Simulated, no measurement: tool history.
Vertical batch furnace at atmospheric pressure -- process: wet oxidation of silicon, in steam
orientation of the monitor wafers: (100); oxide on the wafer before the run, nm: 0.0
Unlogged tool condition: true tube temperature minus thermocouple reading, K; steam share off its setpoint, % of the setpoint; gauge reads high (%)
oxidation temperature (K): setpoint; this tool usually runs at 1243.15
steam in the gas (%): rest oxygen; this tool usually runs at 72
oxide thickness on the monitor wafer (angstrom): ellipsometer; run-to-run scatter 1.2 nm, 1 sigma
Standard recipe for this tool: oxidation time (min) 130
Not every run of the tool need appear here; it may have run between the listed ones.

run,hour,oxidation temperature (K),oxidation time (min),steam in the gas (%),wafers since the last listed run,hours since the last temperature calibration,hours since the steam generator was serviced,hours since the gauge calibration,"read-back reference wafer on the same gauge, thickness",oxide thickness on the monitor wafer (angstrom)
1,0,1224.15,130,72,0,747.8,918.4,166.2,509.44,4029
2,98.9,1224.15,130,72,1041,846.7,1017.3,265.1,510.12,4024.7
3,193.3,1243.15,130,72,994,941.1,1111.7,359.5,509.34,4708.7
4,276.6,1243.15,130,72,877,1024.4,1195,442.8,509.72,4703
5,333.8,1243.15,130,72,602,1081.6,1252.2,500,509.97,4710.2
6,418.3,1243.15,130,72,889,1166.1,1336.7,584.5,510.07,4700.7
7,464.1,1243.15,130,72,482,1211.9,1382.5,630.3,510.04,4710.2
8,537.8,1243.15,130,72,776,1285.6,1456.2,704,509.58,4704.7
9,605.5,1243.15,130,72,712,1353.3,1523.9,771.7,510.14,4709.6
10,774.9,1243.15,130,72,1784,1522.7,1693.3,941.1,510.47,4689.7
# hour 837.5: thermocouples replaced and temperature profile calibrated
11,1055.4,1243.15,130,72,2701,217.9,1973.8,1221.6,510.64,4703.7
# hour 1335.4: steam generator serviced
12,1341.1,1243.15,130,72,2756,503.6,5.7,1507.3,510.22,4709.1
13,1401.5,1243.15,130,72,636,564,66.1,1567.7,509.73,4721.7
14,1483,1243.15,130,72,858,645.5,147.6,1649.2,510.42,4699.2
15,1788.4,1259.15,130,72,3216,950.9,453,1954.6,510.36,5304.3
16,1891,1229.15,169,60,1080,1053.5,555.6,2057.2,509.89,4434.4
17,1968.1,1264.15,89.5,63,811,1130.6,632.7,2134.3,509.85,3864.3
18,2074.8,1220.15,184,76,1123,1237.3,739.4,2241,510.68,5202
19,2154.4,1233.15,81,72,838,1316.9,819,2320.6,509.7,3057.3
# hour 2176.7: gauge calibrated
20,2216.7,1243.15,130,84,656,1379.2,881.3,40,510.24,5260.5
21,2293.6,1243.15,130,72,809,1456.1,958.2,116.9,509.8,4728.9
22,2373.3,1235.15,91.5,66,839,1535.8,1037.9,196.6,510.59,3197.8
# hour 2412: thermocouples replaced and temperature profile calibrated
23,2521.8,1243.15,130,72,1311,109.8,1186.4,345.1,510.44,4698.1
24,2577.3,1243.15,130,75,584,165.3,1241.9,400.6,509.64,4825.4
25,2615.8,1231.15,130,84,405,203.8,1280.4,439.1,509.46,4765.2
26,2654.9,1243.15,130,72,411,242.9,1319.5,478.2,510.05,4698.1
27,2740.5,1251.15,174,78,901,328.5,1405.1,563.8,509.61,6419.6
28,2802,1243.15,130,72,647,390,1466.6,625.3,510,4710.4
29,2871.6,1236.15,161.5,72,732,459.6,1536.2,694.9,509.9,5183.2
30,2925.7,1243.15,130,81,569,513.7,1590.3,749,510.82,5124.2
31,2975.6,1265.15,65,72,525,563.6,1640.2,798.9,510.1,3421.5
32,3038.9,1243.15,130,72,666,626.9,1703.5,862.2,510.43,4703.6
33,3122.2,1243.15,130,72,877,710.2,1786.8,945.5,510.71,4712.9
34,3212.8,1263.15,154,78,954,800.8,1877.4,1036.1,509.93,6420.9
35,3285.1,1243.15,168,72,761,873.1,1949.7,1108.4,510.04,5608
36,3370.4,1243.15,130,76,898,958.4,2035,1193.7,509.75,4896.2
37,3475.7,1243.15,130,72,1108,1063.7,2140.3,1299,510.59,4712.2

5 ways to go on from here, each from the tool as it stands after run 37. What would each give?
A,3482.6,1243.15,130,64,72,1070.6,2147.2,1305.9,?,?
B,3482.6,1230.15,130,72,72,1070.6,2147.2,1305.9,?,?
C,3482.6,1220.15,130,72,72,1070.6,2147.2,1305.9,?,?
D,3482.6,1256.15,130,72,72,1070.6,2147.2,1305.9,?,?
E,3482.6,1243.15,95,72,72,1070.6,2147.2,1305.9,?,?

run,"read-back reference wafer on the same gauge, thickness",oxide thickness on the monitor wafer (angstrom)
A,509.7,4327.7
B,509.7,4233.4
C,509.7,3880.8
D,509.7,5182.4
E,509.7,3757.1
Without the tool's unlogged condition, the same runs would have read:
run,oxide thickness on the monitor wafer (angstrom)
A,4327.7
B,4233.4
C,3880.8
D,5182.4
E,3757.1

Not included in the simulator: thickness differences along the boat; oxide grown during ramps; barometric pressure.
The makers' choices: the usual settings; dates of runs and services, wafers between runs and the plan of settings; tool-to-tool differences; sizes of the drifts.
